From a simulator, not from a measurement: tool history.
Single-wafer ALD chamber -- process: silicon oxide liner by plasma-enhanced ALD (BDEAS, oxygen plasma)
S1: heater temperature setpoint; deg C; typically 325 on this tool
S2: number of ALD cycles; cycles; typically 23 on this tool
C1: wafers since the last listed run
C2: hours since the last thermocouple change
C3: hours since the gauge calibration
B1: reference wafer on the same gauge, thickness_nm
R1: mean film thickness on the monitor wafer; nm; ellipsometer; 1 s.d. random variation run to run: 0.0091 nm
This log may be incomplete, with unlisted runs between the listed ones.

run 1 hour=0.0 | S1=325 S2=21 | C1=0 C2=1326.0 C3=925.1 | B1=2.331 | R1=1.897
run 2 hour=37.5 | S1=325 S2=21 | C1=352 C2=1363.5 C3=962.6 | B1=2.332 | R1=1.902
run 3 hour=85.6 | S1=325 S2=21 | C1=452 C2=1411.6 C3=1010.7 | B1=2.329 | R1=1.900
run 4 hour=127.7 | S1=325 S2=20 | C1=395 C2=1453.7 C3=1052.8 | B1=2.329 | R1=1.800
run 5 hour=178.0 | S1=325 S2=20 | C1=472 C2=1504.0 C3=1103.1 | B1=2.330 | R1=1.809
run 6 hour=234.4 | S1=325 S2=23 | C1=530 C2=1560.4 C3=1159.5 | B1=2.330 | R1=2.045
run 7 hour=271.1 | S1=325 S2=23 | C1=345 C2=1597.1 C3=1196.2 | B1=2.332 | R1=2.078
run 8 hour=331.5 | S1=316 S2=23 | C1=567 C2=1657.5 C3=1256.6 | B1=2.330 | R1=2.079
run 9 hour=356.7 | S1=316 S2=23 | C1=236 C2=1682.7 C3=1281.8 | B1=2.328 | R1=2.074
run 10 hour=396.5 | S1=316 S2=23 | C1=374 C2=1722.5 C3=1321.6 | B1=2.328 | R1=2.081
-- hour=437.8 gauge calibrated
run 11 hour=482.3 | S1=325 S2=23 | C1=806 C2=1808.3 C3=44.5 | B1=2.330 | R1=2.046
run 12 hour=542.2 | S1=315 S2=20 | C1=563 C2=1868.2 C3=104.4 | B1=2.330 | R1=1.829
-- hour=586.3 thermocouple changed; heater temperature recalibrated
run 13 hour=586.8 | S1=325 S2=24 | C1=344 C2=0.5 C3=149.0 | B1=2.331 | R1=2.159
run 14 hour=650.8 | S1=340 S2=20 | C1=601 C2=64.5 C3=213.0 | B1=2.327 | R1=1.770
run 15 hour=677.7 | S1=336 S2=23 | C1=252 C2=91.4 C3=239.9 | B1=2.329 | R1=2.034
run 16 hour=707.0 | S1=316 S2=23 | C1=275 C2=120.7 C3=269.2 | B1=2.330 | R1=2.087
run 17 hour=806.6 | S1=325 S2=24 | C1=936 C2=220.3 C3=368.8 | B1=2.332 | R1=2.148
run 18 hour=830.7 | S1=335 S2=23 | C1=226 C2=244.4 C3=392.9 | B1=2.329 | R1=2.041
run 19 hour=872.4 | S1=311 S2=19 | C1=392 C2=286.1 C3=434.6 | B1=2.331 | R1=1.736
run 20 hour=925.8 | S1=314 S2=21 | C1=502 C2=339.5 C3=488.0 | B1=2.330 | R1=1.906
run 21 hour=997.4 | S1=321 S2=23 | C1=673 C2=411.1 C3=559.6 | B1=2.331 | R1=2.078
run 22 hour=1063.6 | S1=337 S2=23 | C1=622 C2=477.3 C3=625.8 | B1=2.329 | R1=2.022
run 23 hour=1096.1 | S1=325 S2=23 | C1=305 C2=509.8 C3=658.3 | B1=2.332 | R1=2.049

Branching from run 23: 4 alternative next runs. What would each branch give?
run A hour=1096.5 | S1=325 S2=23 | C1=3 C2=510.2 C3=658.7 | B1=? | R1=?
run B hour=1096.5 | S1=333 S2=21 | C1=3 C2=510.2 C3=658.7 | B1=? | R1=?
run C hour=1096.5 | S1=334 S2=23 | C1=3 C2=510.2 C3=658.7 | B1=? | R1=?
run D hour=1096.5 | S1=319 S2=20 | C1=3 C2=510.2 C3=658.7 | B1=? | R1=?

run=A B1=2.330 R1=2.064
run=B B1=2.330 R1=1.865
run=C B1=2.330 R1=2.040
run=D B1=2.330 R1=1.808
The same runs, with their run-to-run variation unchanged, on a tool lacking any hidden condition would have given:
run=A R1=2.064
run=B R1=1.865
run=C R1=2.040
run=D R1=1.808
